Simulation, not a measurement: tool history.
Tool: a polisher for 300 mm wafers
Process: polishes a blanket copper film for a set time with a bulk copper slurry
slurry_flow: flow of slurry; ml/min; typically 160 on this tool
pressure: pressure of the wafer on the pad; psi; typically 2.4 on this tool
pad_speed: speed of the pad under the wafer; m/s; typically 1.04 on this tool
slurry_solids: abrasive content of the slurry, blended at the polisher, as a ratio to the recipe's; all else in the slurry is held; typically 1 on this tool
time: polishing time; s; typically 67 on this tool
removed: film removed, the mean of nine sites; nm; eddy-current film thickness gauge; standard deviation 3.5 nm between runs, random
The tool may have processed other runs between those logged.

| run | day | slurry_flow | pressure | pad_speed | slurry_solids | time | incoming thickness of the incoming film, nm | removed |
|---|---|---|---|---|---|---|---|---|
| 1 | 0 | 160 | 2.4 | 1.04 | 1 | 67 | 4599.5 | 430.6 |
| 2 | 0.721 | 160 | 2.4 | 1.04 | 1 | 67 | 4547.2 | 429.8 |
|  | 2.5 | slurry blender recalibrated |
|  | 4.175 | worn pad replaced by a new one |
|  | 4.388 | slurry nozzle cleaned |
| 3 | 4.408 | 160 | 2.4 | 1.04 | 1 | 67 | 4506.4 | 451 |
| 4 | 5.354 | 160 | 2.4 | 1.04 | 1 | 67 | 4551.5 | 452.9 |
| 5 | 6.688 | 160 | 2.4 | 1.04 | 0.85 | 67 | 4548.4 | 430.8 |
| 6 | 8.142 | 160 | 2.4 | 1.04 | 1 | 67 | 4617.4 | 446.8 |
|  | 9.017 | slurry blender recalibrated |
| 7 | 9.133 | 160 | 2.4 | 1.04 | 1 | 67 | 4538.6 | 451.5 |
|  | 9.65 | worn pad replaced by a new one |
| 8 | 9.888 | 160 | 2.4 | 1.04 | 1 | 67 | 4466 | 442.3 |
| 9 | 13.429 | 135 | 2.4 | 1.04 | 1 | 67 | 4539.5 | 428.4 |
|  | 14.496 | head pressure recalibrated |
| 10 | 14.767 | 160 | 2.8 | 1.04 | 1 | 67 | 4508.8 | 504.5 |
|  | 15.525 | slurry blender recalibrated |
|  | 16.012 | worn pad replaced by a new one |
| 11 | 18.108 | 160 | 2.4 | 1.04 | 1 | 67 | 4590.1 | 410.5 |
| 12 | 18.821 | 160 | 2.4 | 1.04 | 1 | 67 | 4531.1 | 412.8 |
| 13 | 19.396 | 160 | 2.4 | 1.04 | 1 | 80 | 4495 | 487.5 |
|  | 20.129 | slurry nozzle cleaned |
| 14 | 20.567 | 160 | 2.4 | 0.84 | 1 | 67 | 4636.4 | 368.6 |
|  | 21.179 | worn pad replaced by a new one |
| 15 | 21.604 | 190 | 2 | 1.04 | 1 | 67 | 4526.6 | 384.9 |
| 16 | 22.55 | 145 | 3.1 | 1.28 | 1 | 67 | 4631.8 | 685.9 |
|  | 23.05 | slurry blender recalibrated |
| 17 | 23.071 | 160 | 2.4 | 1.04 | 1 | 67 | 4538.9 | 442.7 |
| 18 | 24.075 | 195 | 2.4 | 1.04 | 1 | 67 | 4505.3 | 458.8 |
| 19 | 25.017 | 160 | 2.4 | 1.04 | 1.15 | 78 | 4490.1 | 532.1 |
| 20 | 25.554 | 110 | 2 | 1.04 | 1 | 67 | 4564.1 | 344.5 |
|  | 26.217 | worn pad replaced by a new one |
| 21 | 26.475 | 160 | 2.4 | 1.04 | 1 | 67 | 4533 | 443.3 |
| 22 | 27.821 | 145 | 2.4 | 1.04 | 1.1 | 67 | 4535 | 438.9 |
| 23 | 28.729 | 160 | 2.4 | 1.04 | 1 | 67 | 4526.2 | 440.8 |

State the hidden condition of the tool at each of the runs:
removal rate lost through wear of the pad, %: 0 in every run
deviation of the head's pressure from its setpoint, %: 0 in every run
abrasive missing from the slurry, %: 0 in every run
H1: slurry flow missing at the pad, %
| run | H1 |
|---|---|
| 1 | 25.5 |
| 2 | 28.5 |
| 3 | 1.91 |
| 4 | 2.07 |
| 5 | 2.82 |
| 6 | 4.35 |
| 7 | 5.81 |
| 8 | 7.15 |
| 9 | 16.1 |
| 10 | 20.6 |
| 11 | 34.6 |
| 12 | 38.1 |
| 13 | 41 |
| 14 | 3.96 |
| 15 | 4.31 |
| 16 | 4.95 |
| 17 | 5.43 |
| 18 | 6.63 |
| 19 | 8.08 |
| 20 | 9.04 |
| 21 | 10.9 |
| 22 | 14.2 |
| 23 | 16.8 |
